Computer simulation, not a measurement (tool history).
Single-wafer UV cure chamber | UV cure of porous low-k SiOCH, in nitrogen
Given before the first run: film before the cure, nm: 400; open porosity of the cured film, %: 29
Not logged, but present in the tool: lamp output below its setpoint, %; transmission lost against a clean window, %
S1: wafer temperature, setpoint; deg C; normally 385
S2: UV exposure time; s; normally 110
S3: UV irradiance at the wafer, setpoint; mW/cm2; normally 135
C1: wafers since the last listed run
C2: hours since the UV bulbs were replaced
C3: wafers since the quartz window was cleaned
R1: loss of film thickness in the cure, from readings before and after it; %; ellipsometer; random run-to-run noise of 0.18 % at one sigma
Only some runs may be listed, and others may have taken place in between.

| run | hour | S1 | S2 | S3 | C1 | C2 | C3 | R1 |
|---|---|---|---|---|---|---|---|---|
| 1 | 0.0 | 385 | 110 | 135 | 0 | 2407.2 | 799 | 11.271 |
| 2 | 8.0 | 385 | 110 | 135 | 55 | 2415.2 | 854 | 11.255 |
| 3 | 26.0 | 385 | 110 | 135 | 124 | 2433.2 | 978 | 11.382 |
| 4 | 35.6 | 385 | 110 | 135 | 66 | 2442.8 | 1045 | 11.007 |
| 5 | 47.6 | 385 | 110 | 135 | 82 | 2454.8 | 1127 | 11.422 |
| 6 | 57.6 | 385 | 110 | 135 | 68 | 2464.8 | 1196 | 11.536 |
| 7 | 70.7 | 385 | 110 | 135 | 90 | 2477.9 | 1287 | 11.466 |
| 8 | 81.1 | 385 | 110 | 135 | 71 | 2488.3 | 1358 | 11.347 |
| 9 | 98.3 | 385 | 110 | 135 | 118 | 2505.5 | 1477 | 11.015 |
| 10 | 108.4 | 385 | 110 | 135 | 69 | 2515.6 | 1547 | 11.664 |
| 11 | 122.8 | 385 | 160 | 164 | 99 | 2530.0 | 1646 | 14.086 |
| 12 | 129.3 | 385 | 160 | 164 | 44 | 2536.5 | 1691 | 14.465 |
| 13 | 166.3 | 385 | 160 | 164 | 255 | 2573.5 | 1946 | 14.055 |
| 14 | 173.8 | 399 | 110 | 135 | 51 | 2581.0 | 1998 | 11.395 |
| 15 | 184.9 | 399 | 110 | 135 | 76 | 2592.1 | 2074 | 11.270 |
| 16 | 195.0 | 399 | 110 | 135 | 69 | 2602.2 | 2144 | 11.356 |
|  | 217.8 | UV bulbs replaced |
| 17 | 228.4 | 385 | 110 | 135 | 175 | 10.6 | 2319 | 10.949 |
| 18 | 240.9 | 385 | 110 | 135 | 86 | 23.1 | 2405 | 10.508 |
| 19 | 254.3 | 385 | 140 | 135 | 92 | 36.5 | 2498 | 12.229 |
| 20 | 264.1 | 372 | 140 | 172 | 67 | 46.3 | 2565 | 12.664 |
| 21 | 273.9 | 404 | 165 | 98 | 67 | 56.1 | 2633 | 11.898 |
| 22 | 291.1 | 385 | 110 | 135 | 118 | 73.3 | 2751 | 10.736 |
| 23 | 306.4 | 385 | 110 | 135 | 105 | 88.6 | 2857 | 10.452 |
| 24 | 323.1 | 385 | 110 | 156 | 115 | 105.3 | 2972 | 11.203 |
| 25 | 340.7 | 385 | 130 | 161 | 121 | 122.9 | 3093 | 12.438 |
| 26 | 356.4 | 405 | 70 | 121 | 108 | 138.6 | 3202 | 7.893 |
| 27 | 373.6 | 397 | 65 | 121 | 118 | 155.8 | 3320 | 7.260 |
|  | 395.2 | quartz window cleaned |
| 28 | 422.5 | 385 | 110 | 135 | 282 | 204.7 | 188 | 11.648 |
| 29 | 436.8 | 402 | 45 | 135 | 98 | 219.0 | 286 | 7.441 |
| 30 | 453.8 | 385 | 110 | 135 | 117 | 236.0 | 403 | 11.134 |
| 31 | 468.3 | 385 | 175 | 121 | 99 | 250.5 | 503 | 13.479 |
| 32 | 482.5 | 369 | 85 | 107 | 97 | 264.7 | 601 | 8.559 |
| 33 | 498.1 | 385 | 110 | 135 | 107 | 280.3 | 709 | 11.221 |
| 34 | 512.5 | 385 | 60 | 122 | 99 | 294.7 | 808 | 7.825 |
| 35 | 520.1 | 385 | 110 | 116 | 52 | 302.3 | 861 | 10.572 |
| 36 | 534.6 | 385 | 110 | 105 | 99 | 316.8 | 961 | 9.928 |
| 37 | 547.4 | 393 | 170 | 104 | 88 | 329.6 | 1049 | 12.650 |

Below are 3 alternative next runs, each starting from the tool's condition after run 37. Predict each:
| A | 547.9 | 395 | 110 | 135 | 3 | 330.1 | 1052 | ? |
| B | 547.9 | 385 | 45 | 135 | 3 | 330.1 | 1052 | ? |
| C | 547.9 | 385 | 110 | 174 | 3 | 330.1 | 1052 | ? |

| run | R1 |
|---|---|
| A | 11.484 |
| B | 6.954 |
| C | 12.583 |
Had the tool no hidden state, the same runs would have come out as:
| run | R1 |
|---|---|
| A | 11.687 |
| B | 7.134 |
| C | 12.790 |

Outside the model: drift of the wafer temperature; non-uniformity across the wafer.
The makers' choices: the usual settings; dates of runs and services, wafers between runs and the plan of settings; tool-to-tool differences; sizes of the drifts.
